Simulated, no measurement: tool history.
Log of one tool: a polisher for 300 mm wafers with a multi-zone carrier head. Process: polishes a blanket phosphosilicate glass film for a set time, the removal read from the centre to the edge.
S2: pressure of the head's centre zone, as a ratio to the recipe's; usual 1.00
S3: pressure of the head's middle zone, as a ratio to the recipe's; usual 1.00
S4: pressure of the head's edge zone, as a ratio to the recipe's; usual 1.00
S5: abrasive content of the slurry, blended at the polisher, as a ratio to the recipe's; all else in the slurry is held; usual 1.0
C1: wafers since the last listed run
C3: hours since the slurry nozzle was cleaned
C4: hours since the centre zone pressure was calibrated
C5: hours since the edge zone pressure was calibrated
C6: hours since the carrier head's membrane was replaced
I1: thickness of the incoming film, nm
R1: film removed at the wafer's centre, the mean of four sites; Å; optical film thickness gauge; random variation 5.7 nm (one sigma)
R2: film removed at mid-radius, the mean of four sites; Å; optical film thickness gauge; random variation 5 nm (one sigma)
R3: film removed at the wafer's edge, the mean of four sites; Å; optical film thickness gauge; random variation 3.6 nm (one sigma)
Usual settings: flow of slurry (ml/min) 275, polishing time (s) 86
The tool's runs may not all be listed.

Run 1, hour 0.0: usual settings but S4 1.06, polishing time (s) 103; C1 0; wafers polished on this pad 18; C3 269.3; C4 639.7; C5 399.9; C6 864.1; I1 3252.0. Result: R1 4383 Å, R2 5000 Å, R3 5253 Å.
At hour 33.1: slurry nozzle cleaned.
Run 2, hour 37.1: usual settings but flow of slurry (ml/min) 235; C1 332; wafers polished on this pad 350; C3 4.0; C4 676.8; C5 437.0; C6 901.2; I1 3287.7. Result: R1 3690 Å, R2 4217 Å, R3 4356 Å.
Run 3, hour 77.8: usual settings but flow of slurry (ml/min) 235; C1 374; wafers polished on this pad 725; C3 44.7; C4 717.5; C5 477.7; C6 941.9; I1 3277.2. Result: R1 3670 Å, R2 4225 Å, R3 4308 Å.
Run 4, hour 106.3: usual settings but flow of slurry (ml/min) 235; C1 262; wafers polished on this pad 988; C3 73.2; C4 746.0; C5 506.2; C6 970.4; I1 3240.7. Result: R1 3680 Å, R2 4249 Å, R3 4290 Å.
At hour 132.8: worn pad replaced by a new one.
Run 5, hour 136.7: usual settings; C1 243; wafers polished on this pad 36; C3 103.6; C4 776.4; C5 536.6; C6 1000.8; I1 3232.9. Result: R1 3705 Å, R2 4248 Å, R3 4356 Å.
Run 6, hour 236.4: usual settings; C1 918; wafers polished on this pad 954; C3 203.3; C4 876.1; C5 636.3; C6 1100.5; I1 3207.5. Result: R1 3605 Å, R2 4331 Å, R3 4257 Å.
At hour 250.2: edge zone pressure recalibrated.
At hour 267.0: worn pad replaced by a new one.
Run 7, hour 279.8: usual settings; C1 344; wafers polished on this pad 117; C3 246.7; C4 919.5; C5 29.6; C6 1143.9; I1 3225.2. Result: R1 3593 Å, R2 4240 Å, R3 4296 Å.
Run 8, hour 316.4: usual settings but S2 0.95; C1 337; wafers polished on this pad 455; C3 283.3; C4 956.1; C5 66.2; C6 1180.5; I1 3250.2. Result: R1 3450 Å, R2 4182 Å, R3 4264 Å.
At hour 329.7: centre zone pressure recalibrated.
At hour 368.7: carrier head's membrane replaced by a new one.
At hour 375.9: worn pad replaced by a new one.
Run 9, hour 376.4: usual settings but S3 1.04; C1 451; wafers polished on this pad 4; C3 343.3; C4 46.7; C5 126.2; C6 7.7; I1 3296.4. Result: R1 3949 Å, R2 4092 Å, R3 4177 Å.
At hour 389.6: slurry nozzle cleaned.
Run 10, hour 428.8: usual settings but flow of slurry (ml/min) 250, S3 1.10, polishing time (s) 96; C1 473; wafers polished on this pad 478; C3 39.2; C4 99.1; C5 178.6; C6 60.1; I1 3252.7. Result: R1 4705 Å, R2 5022 Å, R3 4807 Å.
Run 11, hour 480.7: usual settings but S5 0.9, polishing time (s) 105; C1 478; wafers polished on this pad 956; C3 91.1; C4 151.0; C5 230.5; C6 112.0; I1 3297.4. Result: R1 4776 Å, R2 5002 Å, R3 5008 Å.
At hour 497.7: worn pad replaced by a new one.
Run 12, hour 519.4: usual settings; C1 319; wafers polished on this pad 200; C3 129.8; C4 189.7; C5 269.2; C6 150.7; I1 3174.8. Result: R1 4006 Å, R2 4243 Å, R3 4319 Å.
Run 13, hour 544.8: usual settings but flow of slurry (ml/min) 235; C1 233; wafers polished on this pad 434; C3 155.2; C4 215.1; C5 294.6; C6 176.1; I1 3256.0. Result: R1 3965 Å, R2 4281 Å, R3 4252 Å.
Run 14, hour 587.0: usual settings but S3 1.11; C1 388; wafers polished on this pad 823; C3 197.4; C4 257.3; C5 336.8; C6 218.3; I1 3247.8. Result: R1 3975 Å, R2 4559 Å, R3 4292 Å.

Forecast each of these 3 alternatives for the next run:
Run A, hour 587.4: usual settings; C1 3; wafers polished on this pad 826; C3 197.8; C4 257.7; C5 337.2; C6 218.7; I1 3218.3. Result: R1 ?, R2 ?, R3 ?.
Run B, hour 587.4: usual settings but S2 1.07, polishing time (s) 99; C1 3; wafers polished on this pad 826; C3 197.8; C4 257.7; C5 337.2; C6 218.7; I1 3218.3. Result: R1 ?, R2 ?, R3 ?.
Run C, hour 587.4: usual settings but S5 0.9, polishing time (s) 110; C1 3; wafers polished on this pad 826; C3 197.8; C4 257.7; C5 337.2; C6 218.7; I1 3218.3. Result: R1 ?, R2 ?, R3 ?.

run    R1    R2    R3
  A  3927  4249  4354
  B  4842  4890  5013
  C  4795  5189  5317
Without the tool's hidden state the same runs would have given:
run    R1    R2    R3
  A  4300  4316  4407
  B  5299  4966  5073
  C  5251  5270  5381
